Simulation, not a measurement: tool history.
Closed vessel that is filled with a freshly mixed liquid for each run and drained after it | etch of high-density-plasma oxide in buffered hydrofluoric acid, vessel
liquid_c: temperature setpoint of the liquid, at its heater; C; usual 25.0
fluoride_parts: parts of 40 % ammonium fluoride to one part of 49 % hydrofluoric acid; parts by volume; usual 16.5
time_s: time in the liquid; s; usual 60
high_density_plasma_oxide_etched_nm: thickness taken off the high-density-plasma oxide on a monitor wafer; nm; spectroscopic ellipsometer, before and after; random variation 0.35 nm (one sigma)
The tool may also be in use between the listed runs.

run	day	liquid_c	fluoride_parts	time_s	read-back film thickness of the high-density-plasma oxide reference wafer, read on the same gauge (nm)	high_density_plasma_oxide_etched_nm
1	0.000	25.0	16.5	60	130.00	57.11
2	0.438	25.0	16.5	60	129.98	57.70
3	2.525	25.0	16.5	60	130.00	56.93
4	3.058	27.0	16.5	60	130.04	62.79
5	3.696	25.0	16.5	40	129.98	37.70
6	4.096	25.0	16.5	40	129.99	37.76
7	4.738	25.0	16.5	60	129.98	56.34
8	5.329	25.0	16.5	60	130.00	56.52
9	5.846	25.0	16.5	60	129.98	55.90
10	6.588	25.0	16.5	60	130.02	55.91
11	6.850	25.0	16.5	60	130.02	55.95
12	7.108	25.0	16.5	60	130.00	55.71
13	7.438	25.0	16.5	60	129.99	55.71
14	7.796	26.5	19.5	80	129.98	72.12
# day 8.358: hydrofluoric acid flow meter replaced
# day 9.667: thermometer replaced
15	9.767	28.5	11.5	45	130.01	92.73
16	10.246	25.0	16.5	60	129.99	71.54
# day 10.454: gauge calibrated
17	10.500	27.0	16.5	60	129.98	79.73
18	10.992	25.0	14.0	60	129.98	84.42
19	11.417	28.0	16.5	30	130.02	41.94
20	11.746	25.0	16.5	70	129.95	84.02
21	12.142	25.0	16.5	60	129.98	72.07
22	13.067	25.0	16.5	60	129.98	71.81
23	13.621	27.5	13.0	60	129.98	102.67
24	14.317	25.0	12.0	60	129.99	96.06

Run 25 comes next. What will it give?
25	14.692	22.5	10.0	80	?	?

{"run 25": {"read-back film thickness of the high-density-plasma oxide reference wafer, read on the same gauge (nm)": 129.99, "high_density_plasma_oxide_etched_nm": 134.58}}
Without the tool's hidden state the same run would have given high_density_plasma_oxide_etched_nm 140.19 nm.
